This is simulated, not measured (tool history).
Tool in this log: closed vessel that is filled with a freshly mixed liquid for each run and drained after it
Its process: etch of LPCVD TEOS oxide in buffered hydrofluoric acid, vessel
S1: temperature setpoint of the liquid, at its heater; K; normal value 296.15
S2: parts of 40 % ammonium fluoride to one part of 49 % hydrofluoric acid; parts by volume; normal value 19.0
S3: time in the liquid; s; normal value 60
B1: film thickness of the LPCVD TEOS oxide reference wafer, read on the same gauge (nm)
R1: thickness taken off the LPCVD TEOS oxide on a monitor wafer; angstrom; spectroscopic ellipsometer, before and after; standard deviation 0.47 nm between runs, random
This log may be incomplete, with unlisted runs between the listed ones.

run	hour	S1	S2	S3	B1	R1
1	0.0	296.15	19.0	60	29.97	772.0
2	27.5	296.15	19.0	60	30.02	772.1
3	95.8	296.15	19.0	60	30.00	775.5
4	139.2	296.15	19.0	60	29.95	772.7
5	176.7	296.15	19.0	60	30.01	783.9
6	214.9	296.15	19.0	60	30.00	781.2
7	265.5	298.65	16.0	60	30.02	1059.3
8	305.0	298.65	16.0	60	29.98	1053.8
9	493.6	298.65	16.0	60	30.00	1061.3
10	548.6	296.15	19.0	60	29.96	779.4
# hour 579.4: hydrofluoric acid flow meter replaced
# hour 625.0: thermometer replaced
# hour 665.8: gauge calibrated
11	676.7	299.15	19.0	75	30.02	1171.0
12	745.7	296.15	19.0	85	30.01	1138.8
13	781.6	299.65	23.5	80	30.03	1095.1
14	824.3	291.65	22.5	75	30.04	680.2
15	887.0	296.15	19.0	60	30.02	805.6
16	914.3	296.15	16.5	60	30.02	924.8

For run 17, what comes out?
17	942.2	296.15	19.0	60	?	?

{"run 17": {"B1": 30.02, "R1": 804.4}}
Were there no unlogged condition in the tool, this run, its random variation unchanged, would have produced R1 799.6 angstrom.
